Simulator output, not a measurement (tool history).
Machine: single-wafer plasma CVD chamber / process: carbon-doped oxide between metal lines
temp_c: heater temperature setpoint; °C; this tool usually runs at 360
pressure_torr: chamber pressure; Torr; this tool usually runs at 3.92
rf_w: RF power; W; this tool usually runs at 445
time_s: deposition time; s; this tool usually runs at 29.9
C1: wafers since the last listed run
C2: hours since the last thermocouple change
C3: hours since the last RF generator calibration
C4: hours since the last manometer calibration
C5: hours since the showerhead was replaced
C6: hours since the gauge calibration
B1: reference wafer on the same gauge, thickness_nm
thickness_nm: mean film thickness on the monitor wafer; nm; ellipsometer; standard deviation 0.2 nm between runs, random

Run 1, day 0: usual settings but rf_w 395 W; C1 0; C2 2628.1; C3 1732.8; C4 1667.1; C5 3008.9; C6 49.2; B1 119.979. Result: thickness_nm 116.139 nm.
Run 2, day 0.517: usual settings but rf_w 395 W; C1 263; C2 2640.5; C3 1745.2; C4 1679.5; C5 3021.3; C6 61.6; B1 120.024. Result: thickness_nm 116.064 nm.
Run 3, day 1.104: usual settings; C1 300; C2 2654.6; C3 1759.3; C4 1693.6; C5 3035.4; C6 75.7; B1 119.998. Result: thickness_nm 130.918 nm.
Run 4, day 1.812: usual settings; C1 361; C2 2671.6; C3 1776.3; C4 1710.6; C5 3052.4; C6 92.7; B1 120.056. Result: thickness_nm 131.28 nm.
Run 5, day 2.121: usual settings; C1 157; C2 2679; C3 1783.7; C4 1718; C5 3059.8; C6 100.1; B1 120.027. Result: thickness_nm 130.8 nm.
Run 6, day 2.854: usual settings but rf_w 390 W, time_s 26.7 s; C1 374; C2 2696.6; C3 1801.3; C4 1735.6; C5 3077.4; C6 117.7; B1 120.033. Result: thickness_nm 102.034 nm.
Run 7, day 3.283: usual settings; C1 219; C2 2706.9; C3 1811.6; C4 1745.9; C5 3087.7; C6 128; B1 120.009. Result: thickness_nm 130.851 nm.
Run 8, day 5.508: usual settings; C1 1136; C2 2760.3; C3 1865; C4 1799.3; C5 3141.1; C6 181.4; B1 120.08. Result: thickness_nm 130.721 nm.
Run 9, day 5.938: usual settings; C1 219; C2 2770.6; C3 1875.3; C4 1809.6; C5 3151.4; C6 191.7; B1 119.922. Result: thickness_nm 130.6 nm.
Run 10, day 6.204: usual settings; C1 136; C2 2777; C3 1881.7; C4 1816; C5 3157.8; C6 198.1; B1 120.047. Result: thickness_nm 130.475 nm.
At day 6.571: thermocouple changed; heater temperature recalibrated.
Run 11, day 6.583: usual settings; C1 23; C2 0.3; C3 1890.8; C4 1825.1; C5 3166.9; C6 207.2; B1 120.035. Result: thickness_nm 130.884 nm.
Run 12, day 6.896: usual settings; C1 159; C2 7.8; C3 1898.3; C4 1832.6; C5 3174.4; C6 214.7; B1 119.985. Result: thickness_nm 130.473 nm.
At day 7.333: gauge calibrated.
At day 7.379: capacitance manometer re-zeroed and calibrated.
Run 13, day 7.4: usual settings but temp_c 348 °C; C1 87; C2 19.9; C3 1910.4; C4 0.5; C5 3186.5; C6 1.6; B1 120.017. Result: thickness_nm 134.357 nm.
Run 14, day 7.438: usual settings but pressure_torr 3.17 Torr, time_s 25 s; C1 19; C2 20.8; C3 1911.3; C4 1.4; C5 3187.4; C6 2.5; B1 119.977. Result: thickness_nm 107.962 nm.
Run 15, day 8.092: usual settings but pressure_torr 4.76 Torr, rf_w 415 W; C1 334; C2 36.5; C3 1927; C4 17.1; C5 3203.1; C6 18.2; B1 119.953. Result: thickness_nm 124.047 nm.
Run 16, day 8.55: usual settings but pressure_torr 3.29 Torr, rf_w 500 W, time_s 25.6 s; C1 234; C2 47.5; C3 1938; C4 28.1; C5 3214.1; C6 29.2; B1 120.057. Result: thickness_nm 123.186 nm.
Run 17, day 8.929: usual settings; C1 193; C2 56.6; C3 1947.1; C4 37.2; C5 3223.2; C6 38.3; B1 120.03. Result: thickness_nm 130.592 nm.
Run 18, day 9.5: usual settings but temp_c 365 °C, pressure_torr 4.61 Torr, rf_w 510 W; C1 291; C2 70.3; C3 1960.8; C4 50.9; C5 3236.9; C6 52; B1 119.941. Result: thickness_nm 147.844 nm.
Run 19, day 10.004: usual settings but temp_c 373 °C; C1 257; C2 82.4; C3 1972.9; C4 63; C5 3249; C6 64.1; B1 120.004. Result: thickness_nm 126.78 nm.
At day 10.433: showerhead replaced.
Run 20, day 10.608: usual settings but rf_w 415 W; C1 138; C2 96.9; C3 1987.4; C4 77.5; C5 4.2; C6 78.6; B1 120.012. Result: thickness_nm 121.42 nm.
Run 21, day 10.912: usual settings but pressure_torr 4.27 Torr, rf_w 355 W; C1 155; C2 104.2; C3 1994.7; C4 84.8; C5 11.5; C6 85.9; B1 120.041. Result: thickness_nm 103.352 nm.

Run 22 comes next. What will it give?
Run 22, day 11.167: usual settings but rf_w 520 W, time_s 25 s; C1 129; C2 110.3; C3 2000.8; C4 90.9; C5 17.6; C6 92; B1 ?. Result: thickness_nm ?.

B1: 120.001
thickness_nm: 125.56 nm
Were there no unlogged condition in the tool, this run, its random variation unchanged, would have produced thickness_nm 129.64 nm.

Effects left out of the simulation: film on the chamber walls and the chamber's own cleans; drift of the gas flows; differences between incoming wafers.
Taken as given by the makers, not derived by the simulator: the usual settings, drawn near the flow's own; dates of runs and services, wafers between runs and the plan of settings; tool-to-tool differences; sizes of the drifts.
